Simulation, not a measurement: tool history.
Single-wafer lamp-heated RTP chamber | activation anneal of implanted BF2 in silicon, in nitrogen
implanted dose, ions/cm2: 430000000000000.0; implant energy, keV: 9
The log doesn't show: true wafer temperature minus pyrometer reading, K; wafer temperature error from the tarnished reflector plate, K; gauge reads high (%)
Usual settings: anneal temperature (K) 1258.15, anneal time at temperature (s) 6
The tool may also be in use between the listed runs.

run    hour  anneal temperature (K)  anneal time at temperature (s)  wafers since the last listed run  wafers since the last pyrometer calibration  wafers since the reflector plate was cleaned  hours since the gauge calibration  read-back reference wafer on the same gauge, sheet resistance  sheet resistance of the implanted and annealed layer (ohm/square)
  1     0.0                 1258.15                               6                                 0                                         1878                                          4269                              719.4                                                         421.91                                                             423.59
  2    24.3                 1258.15                               6                               300                                         2179                                          4569                              743.7                                                         421.51                                                             424.38
  3    89.3                 1258.15                               6                               805                                         2984                                          5375                              808.7                                                         421.88                                                             416.80
  4   140.1                 1258.15                               6                               629                                         3613                                          6004                              859.5                                                         422.35                                                             409.28
      182.3  -- pyrometer window cleaned and pyrometer calibrated
  5   211.8                 1258.15                               5                               788                                          364                                          6793                              931.2                                                         422.22                                                             434.32
  6   251.0                 1258.15                               5                               485                                          850                                          7278                              970.4                                                         421.43                                                             434.96
  7   296.0                 1258.15                               5                               557                                         1407                                          7836                             1015.4                                                         422.27                                                             433.35
  8   334.7                 1258.15                               6                               479                                         1886                                          8315                             1054.1                                                         422.35                                                             423.44
  9   359.6                 1258.15                               6                               308                                         2195                                          8623                             1079.0                                                         421.60                                                             422.96
 10   429.4                 1271.15                               6                               864                                         3059                                          9488                             1148.8                                                         421.93                                                             388.80
      486.3  -- reflector plate cleaned
      493.9  -- pyrometer window cleaned and pyrometer calibrated
 11   494.4                 1258.15                               6                               611                                            6                                             6                             1213.8                                                         421.87                                                             426.92
 12   519.9                 1258.15                               6                               315                                          322                                           322                             1239.3                                                         421.85                                                             427.99
 13   564.3                 1258.15                               6                               549                                          871                                           871                             1283.7                                                         421.94                                                             426.99
      746.6  -- pyrometer window cleaned and pyrometer calibrated
 14   747.1                 1258.15                               4                              2164                                            6                                          3036                             1466.5                                                         421.97                                                             442.02
      748.3  -- gauge calibrated
 15   801.2                 1258.15                               6                               670                                          676                                          3707                               52.9                                                         421.92                                                             426.58
 16   839.3                 1239.15                               3                               471                                         1148                                          4178                               91.0                                                         421.82                                                             493.61
 17   902.1                 1258.15                               6                               777                                         1926                                          4956                              153.8                                                         422.71                                                             421.86
 18   933.8                 1244.15                               9                               392                                         2319                                          5349                              185.5                                                         422.41                                                             436.60
 19   992.7                 1282.15                               5                               729                                         3048                                          6078                              244.4                                                         421.65                                                             382.72
     1036.5  -- pyrometer window cleaned and pyrometer calibrated
 20  1037.0                 1250.15                               6                               449                                            6                                          6528                              288.7                                                         421.23                                                             447.41
 21  1104.9                 1249.15                               6                               840                                          847                                          7369                              356.6                                                         422.44                                                             446.64
     1145.0  -- reflector plate cleaned
 22  1174.7                 1237.15                               8                               765                                         1612                                           367                              426.4                                                         421.81                                                             468.40
 23  1224.3                 1258.15                               3                               614                                         2227                                           981                              476.0                                                         421.78                                                             447.12
 24  1277.7                 1258.15                               9                               661                                         2888                                          1643                              529.4                                                         421.97                                                             395.21
     1291.4  -- pyrometer window cleaned and pyrometer calibrated
 25  1345.3                 1271.15                               6                               738                                          667                                          2381                              597.0                                                         421.61                                                             399.33
 26  1381.8                 1234.15                               6                               452                                         1120                                          2833                              633.5                                                         422.07                                                             492.53
 27  1410.8                 1275.15                               4                               359                                         1479                                          3192                              662.5                                                         422.36                                                             408.18

Run 28 comes next. What will it give?
 28  1467.9                 1232.15                               6                               707                                         2186                                          3900                              719.6                                                              ?                                                                  ?

read-back reference wafer on the same gauge, sheet resistance: 421.83
sheet resistance of the implanted and annealed layer (ohm/square): 490.82
Without the tool's hidden state the same run would have given sheet resistance of the implanted and annealed layer (ohm/square) 503.97.

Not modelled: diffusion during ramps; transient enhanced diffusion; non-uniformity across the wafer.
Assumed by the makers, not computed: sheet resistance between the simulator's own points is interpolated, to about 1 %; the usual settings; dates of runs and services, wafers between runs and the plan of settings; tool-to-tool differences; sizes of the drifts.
